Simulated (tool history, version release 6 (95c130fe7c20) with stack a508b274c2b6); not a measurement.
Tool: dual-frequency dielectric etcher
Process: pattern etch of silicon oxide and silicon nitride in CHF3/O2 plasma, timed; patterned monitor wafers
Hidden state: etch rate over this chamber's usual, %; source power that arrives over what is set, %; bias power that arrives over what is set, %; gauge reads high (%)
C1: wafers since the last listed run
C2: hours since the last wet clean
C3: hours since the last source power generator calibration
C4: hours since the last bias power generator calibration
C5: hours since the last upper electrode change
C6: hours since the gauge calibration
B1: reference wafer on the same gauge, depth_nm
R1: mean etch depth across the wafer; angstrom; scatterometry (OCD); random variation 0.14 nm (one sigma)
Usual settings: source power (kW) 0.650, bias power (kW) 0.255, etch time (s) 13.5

run 1 hour=0.0 | source_power_(kW)=0.650 bias_power_(kW)=0.255 etch_time_(s)=13.5 | C1=0 C2=12.0 C3=4054.7 C4=2424.6 C5=2991.3 C6=1504.7 | B1=20.91 | R1=241.6
run 2 hour=34.3 | source_power_(kW)=0.650 bias_power_(kW)=0.255 etch_time_(s)=13.5 | C1=610 C2=46.3 C3=4089.0 C4=2458.9 C5=3025.6 C6=1539.0 | B1=20.88 | R1=239.7
run 3 hour=47.7 | source_power_(kW)=0.650 bias_power_(kW)=0.255 etch_time_(s)=13.5 | C1=238 C2=59.7 C3=4102.4 C4=2472.3 C5=3039.0 C6=1552.4 | B1=20.91 | R1=239.3
run 4 hour=77.6 | source_power_(kW)=0.650 bias_power_(kW)=0.255 etch_time_(s)=11.0 | C1=532 C2=89.6 C3=4132.3 C4=2502.2 C5=3068.9 C6=1582.3 | B1=20.89 | R1=196.5
-- hour=131.4 upper electrode replaced, of another model than before
run 5 hour=141.1 | source_power_(kW)=0.650 bias_power_(kW)=0.255 etch_time_(s)=11.0 | C1=703 C2=153.1 C3=4195.8 C4=2565.7 C5=9.7 C6=1645.8 | B1=20.92 | R1=193.5
run 6 hour=156.9 | source_power_(kW)=0.800 bias_power_(kW)=0.255 etch_time_(s)=10.5 | C1=281 C2=168.9 C3=4211.6 C4=2581.5 C5=25.5 C6=1661.6 | B1=20.87 | R1=202.4
-- hour=186.4 bias power generator calibrated
run 7 hour=186.9 | source_power_(kW)=0.650 bias_power_(kW)=0.255 etch_time_(s)=13.5 | C1=463 C2=198.9 C3=4241.6 C4=0.5 C5=55.5 C6=1691.6 | B1=20.91 | R1=236.4
-- hour=199.2 source power generator calibrated
run 8 hour=217.2 | source_power_(kW)=0.780 bias_power_(kW)=0.214 etch_time_(s)=15.0 | C1=468 C2=229.2 C3=18.0 C4=30.8 C5=85.8 C6=1721.9 | B1=20.91 | R1=274.9
run 9 hour=236.8 | source_power_(kW)=0.800 bias_power_(kW)=0.193 etch_time_(s)=16.0 | C1=349 C2=248.8 C3=37.6 C4=50.4 C5=105.4 C6=1741.5 | B1=20.91 | R1=294.3
-- hour=263.0 gauge calibrated
run 10 hour=265.6 | source_power_(kW)=0.650 bias_power_(kW)=0.255 etch_time_(s)=13.5 | C1=513 C2=277.6 C3=66.4 C4=79.2 C5=134.2 C6=2.6 | B1=20.90 | R1=235.7
run 11 hour=281.2 | source_power_(kW)=0.790 bias_power_(kW)=0.314 etch_time_(s)=9.5 | C1=277 C2=293.2 C3=82.0 C4=94.8 C5=149.8 C6=18.2 | B1=20.91 | R1=187.1
run 12 hour=295.9 | source_power_(kW)=0.730 bias_power_(kW)=0.209 etch_time_(s)=10.5 | C1=261 C2=307.9 C3=96.7 C4=109.5 C5=164.5 C6=32.9 | B1=20.91 | R1=187.1
run 13 hour=310.8 | source_power_(kW)=0.650 bias_power_(kW)=0.255 etch_time_(s)=13.5 | C1=265 C2=322.8 C3=111.6 C4=124.4 C5=179.4 C6=47.8 | B1=20.88 | R1=234.7
run 14 hour=417.2 | source_power_(kW)=0.650 bias_power_(kW)=0.297 etch_time_(s)=16.5 | C1=1895 C2=429.2 C3=218.0 C4=230.8 C5=285.8 C6=154.2 | B1=20.91 | R1=295.4
run 15 hour=447.1 | source_power_(kW)=0.700 bias_power_(kW)=0.231 etch_time_(s)=13.5 | C1=532 C2=459.1 C3=247.9 C4=260.7 C5=315.7 C6=184.1 | B1=20.90 | R1=236.5
-- hour=494.0 wet clean of the chamber
run 16 hour=494.5 | source_power_(kW)=0.760 bias_power_(kW)=0.214 etch_time_(s)=11.5 | C1=416 C2=0.5 C3=295.3 C4=308.1 C5=363.1 C6=231.5 | B1=20.88 | R1=212.7
run 17 hour=499.0 | source_power_(kW)=0.650 bias_power_(kW)=0.255 etch_time_(s)=13.5 | C1=80 C2=5.0 C3=299.8 C4=312.6 C5=367.6 C6=236.0 | B1=20.91 | R1=240.1
run 18 hour=513.3 | source_power_(kW)=0.560 bias_power_(kW)=0.232 etch_time_(s)=15.5 | C1=254 C2=19.3 C3=314.1 C4=326.9 C5=381.9 C6=250.3 | B1=20.90 | R1=254.0
run 19 hour=527.2 | source_power_(kW)=0.650 bias_power_(kW)=0.255 etch_time_(s)=13.5 | C1=247 C2=33.2 C3=328.0 C4=340.8 C5=395.8 C6=264.2 | B1=20.87 | R1=240.8
run 20 hour=553.5 | source_power_(kW)=0.650 bias_power_(kW)=0.255 etch_time_(s)=16.0 | C1=468 C2=59.5 C3=354.3 C4=367.1 C5=422.1 C6=290.5 | B1=20.89 | R1=286.0
run 21 hour=580.1 | source_power_(kW)=0.810 bias_power_(kW)=0.255 etch_time_(s)=15.5 | C1=473 C2=86.1 C3=380.9 C4=393.7 C5=448.7 C6=317.1 | B1=20.91 | R1=304.3
run 22 hour=605.5 | source_power_(kW)=0.650 bias_power_(kW)=0.255 etch_time_(s)=13.5 | C1=452 C2=111.5 C3=406.3 C4=419.1 C5=474.1 C6=342.5 | B1=20.89 | R1=238.7
run 23 hour=631.0 | source_power_(kW)=0.710 bias_power_(kW)=0.311 etch_time_(s)=13.5 | C1=454 C2=137.0 C3=431.8 C4=444.6 C5=499.6 C6=368.0 | B1=20.92 | R1=257.6
run 24 hour=651.8 | source_power_(kW)=0.500 bias_power_(kW)=0.255 etch_time_(s)=13.5 | C1=370 C2=157.8 C3=452.6 C4=465.4 C5=520.4 C6=388.8 | B1=20.89 | R1=209.4
run 25 hour=677.7 | source_power_(kW)=0.650 bias_power_(kW)=0.309 etch_time_(s)=16.0 | C1=461 C2=183.7 C3=478.5 C4=491.3 C5=546.3 C6=414.7 | B1=20.87 | R1=289.6
run 26 hour=736.3 | source_power_(kW)=0.650 bias_power_(kW)=0.255 etch_time_(s)=13.5 | C1=1043 C2=242.3 C3=537.1 C4=549.9 C5=604.9 C6=473.3 | B1=20.90 | R1=236.4
run 27 hour=770.7 | source_power_(kW)=0.650 bias_power_(kW)=0.255 etch_time_(s)=13.5 | C1=612 C2=276.7 C3=571.5 C4=584.3 C5=639.3 C6=507.7 | B1=20.92 | R1=233.7
run 28 hour=782.8 | source_power_(kW)=0.730 bias_power_(kW)=0.255 etch_time_(s)=15.0 | C1=215 C2=288.8 C3=583.6 C4=596.4 C5=651.4 C6=519.8 | B1=20.91 | R1=276.2
run 29 hour=808.0 | source_power_(kW)=0.650 bias_power_(kW)=0.255 etch_time_(s)=13.5 | C1=448 C2=314.0 C3=608.8 C4=621.6 C5=676.6 C6=545.0 | B1=20.88 | R1=232.9
run 30 hour=835.8 | source_power_(kW)=0.600 bias_power_(kW)=0.286 etch_time_(s)=13.5 | C1=495 C2=341.8 C3=636.6 C4=649.4 C5=704.4 C6=572.8 | B1=20.90 | R1=229.7

4 ways to go on from here, each from the tool as it stands after run 30. What would each give?
run A hour=836.2 | source_power_(kW)=0.650 bias_power_(kW)=0.255 etch_time_(s)=17.0 | C1=7 C2=342.2 C3=637.0 C4=649.8 C5=704.8 C6=573.2 | B1=? | R1=?
run B hour=836.2 | source_power_(kW)=0.610 bias_power_(kW)=0.288 etch_time_(s)=13.5 | C1=7 C2=342.2 C3=637.0 C4=649.8 C5=704.8 C6=573.2 | B1=? | R1=?
run C hour=836.2 | source_power_(kW)=0.770 bias_power_(kW)=0.295 etch_time_(s)=13.5 | C1=7 C2=342.2 C3=637.0 C4=649.8 C5=704.8 C6=573.2 | B1=? | R1=?
run D hour=836.2 | source_power_(kW)=0.710 bias_power_(kW)=0.231 etch_time_(s)=16.5 | C1=7 C2=342.2 C3=637.0 C4=649.8 C5=704.8 C6=573.2 | B1=? | R1=?

run=A B1=20.88 R1=295.7
run=B B1=20.88 R1=232.7
run=C B1=20.88 R1=259.9
run=D B1=20.88 R1=294.4
Without the tool's hidden state the same runs would have given:
run=A R1=303.1
run=B R1=238.4
run=C R1=266.4
run=D R1=301.7
